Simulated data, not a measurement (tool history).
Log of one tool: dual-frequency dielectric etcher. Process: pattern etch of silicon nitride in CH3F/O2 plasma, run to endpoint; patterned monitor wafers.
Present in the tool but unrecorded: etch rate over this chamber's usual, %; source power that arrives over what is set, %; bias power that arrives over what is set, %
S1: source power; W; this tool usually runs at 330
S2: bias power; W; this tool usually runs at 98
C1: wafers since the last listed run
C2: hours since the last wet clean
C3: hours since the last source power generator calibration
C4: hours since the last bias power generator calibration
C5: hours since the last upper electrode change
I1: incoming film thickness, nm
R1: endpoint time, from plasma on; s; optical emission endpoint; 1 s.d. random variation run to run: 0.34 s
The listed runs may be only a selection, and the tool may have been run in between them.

run   hour   S1   S2   C1     C2      C3      C4      C5     I1     R1
  1    0.0  330  113    0  290.9  3912.7  2330.5  2934.1  102.5  113.2
  2   17.9  330  113  117  308.8  3930.6  2348.4  2952.0  103.2  113.9
  3   24.0  330  113   40  314.9  3936.7  2354.5  2958.1  101.1  112.0
  4   30.2  330   98   40  321.1  3942.9  2360.7  2964.3  102.7  117.9
  5   74.7  330   98  292  365.6  3987.4  2405.2  3008.8  101.5  117.7
  6   84.3  330   98   63  375.2  3997.0  2414.8  3018.4  102.4  118.7
  7   96.7  330   98   81  387.6  4009.4  2427.2  3030.8  103.0  118.8
     120.9  -- source power generator calibrated
     122.5  -- wet clean of the chamber
     134.3  -- bias power generator calibrated
     138.5  -- upper electrode replaced
  8  139.0  330   98  186   16.5    18.1     4.7     0.5  102.1  113.9
  9  139.3  330   98    1   16.8    18.4     5.0     0.8  102.1  114.0
 10  139.7  330   86    2   17.2    18.8     5.4     1.2  102.9  119.3
 11  141.7  250   98   13   19.2    20.8     7.4     3.2  101.1  128.7
 12  159.5  250  117  117   37.0    38.6    25.2    21.0  102.0  123.9
 13  172.1  330   86   82   49.6    51.2    37.8    33.6  101.9  118.6
 14  189.3  300  120  113   66.8    68.4    55.0    50.8  101.8  112.8
 15  201.7  330   80   81   79.2    80.8    67.4    63.2  103.1  122.6
 16  217.3  330   98  102   94.8    96.4    83.0    78.8  102.9  115.6
 17  227.2  330   98   65  104.7   106.3    92.9    88.7  102.7  116.0
 18  238.4  370   98   73  115.9   117.5   104.1    99.9  101.8  109.3

For each entry between runs, how does the tool's hidden state at the last listed run before it compare with that at the first listed run after it?
After run 7, before run 8: source power generator calibrated (hour 120.9); wet clean of the chamber (hour 122.5); bias power generator calibrated (hour 134.3); upper electrode replaced (hour 138.5)
  etch rate over this chamber's usual, %: -3.56 -> -0.0873
  what was measured, less what the result would be without the hidden state, R1: +4.3 -> +0.1 s
